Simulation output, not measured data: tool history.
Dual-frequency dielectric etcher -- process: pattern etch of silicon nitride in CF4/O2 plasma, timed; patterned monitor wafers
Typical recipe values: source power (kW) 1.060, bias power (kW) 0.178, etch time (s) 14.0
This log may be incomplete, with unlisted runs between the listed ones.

run   hour  source power (kW)  bias power (kW)  etch time (s)  read-back reference wafer on the same gauge, depth_nm  mean etch depth across the wafer (nm)
  1    0.0              1.060            0.178           14.0                                                   58.2                                   54.8
  2   12.3              1.060            0.178           14.0                                                   58.2                                   55.0
  3   25.1              1.060            0.178           14.0                                                   58.3                                   54.4
  4   36.2              1.060            0.178           14.0                                                   58.3                                   54.9
  5   44.5              1.060            0.178           14.0                                                   58.2                                   55.0
  6   56.8              1.060            0.178           14.0                                                   58.2                                   54.9
  7   64.6              1.060            0.178           14.0                                                   58.3                                   55.1
  8   75.0              1.060            0.163           14.0                                                   58.4                                   52.9
  9   81.6              1.060            0.163           14.0                                                   58.3                                   52.6
     104.9  -- source power generator calibrated
     109.4  -- wet clean of the chamber
 10  109.9              1.060            0.163           14.0                                                   58.2                                   54.6
 11  110.6              1.060            0.201           14.0                                                   58.3                                   60.4
 12  121.4              1.060            0.178           14.0                                                   58.2                                   56.8
 13  135.1              1.060            0.178           14.0                                                   58.3                                   56.7
 14  142.3              1.060            0.178           14.0                                                   58.3                                   57.1
     149.2  -- gauge calibrated
 15  149.8              0.940            0.190           14.0                                                   58.3                                   51.9
 16  157.3              0.830            0.178           11.5                                                   58.3                                   37.0
     186.2  -- wet clean of the chamber, repeated, since the last time left the tool worse
     186.8  -- upper electrode replaced
 17  187.3              1.060            0.213           14.0                                                   58.3                                   58.4
 18  187.6              0.900            0.219           14.0                                                   58.4                                   49.9
 19  194.3              1.060            0.178           14.0                                                   58.3                                   53.5
     203.2  -- bias power generator calibrated
 20  211.4              0.860            0.178           16.5                                                   58.2                                   51.0
 21  219.2              0.990            0.218           17.5                                                   58.2                                   68.8
 22  229.4              1.060            0.178           14.0                                                   58.3                                   53.6
 23  248.3              1.170            0.192           14.0                                                   58.3                                   62.0
 24  259.1              1.060            0.178           14.0                                                   58.4                                   53.7
 25  268.5              1.060            0.178           14.0                                                   58.4                                   54.0
 26  286.4              0.850            0.158           10.5                                                   58.3                                   30.2
 27  299.2              1.060            0.178           14.0                                                   58.3                                   53.8
 28  311.7              1.060            0.178           14.0                                                   58.2                                   53.9

Below are 5 alternative next runs, each starting from the tool's condition after run 28. Predict each:
  A  312.1              1.060            0.178           14.0                                                      ?                                      ?
  B  312.1              1.280            0.198           16.0                                                      ?                                      ?
  C  312.1              0.890            0.209           11.5                                                      ?                                      ?
  D  312.1              1.150            0.178           17.5                                                      ?                                      ?
  E  312.1              1.310            0.178           16.5                                                      ?                                      ?

run  read-back reference wafer on the same gauge, depth_nm  mean etch depth across the wafer (nm)
  A                                                   58.3                                   54.3
  B                                                   58.3                                   78.8
  C                                                   58.3                                   40.5
  D                                                   58.3                                   73.7
  E                                                   58.3                                   79.0
Without the tool's unlogged condition, the same runs would have read:
run  mean etch depth across the wafer (nm)
  A                                   53.9
  B                                   78.3
  C                                   40.2
  D                                   73.1
  E                                   78.4
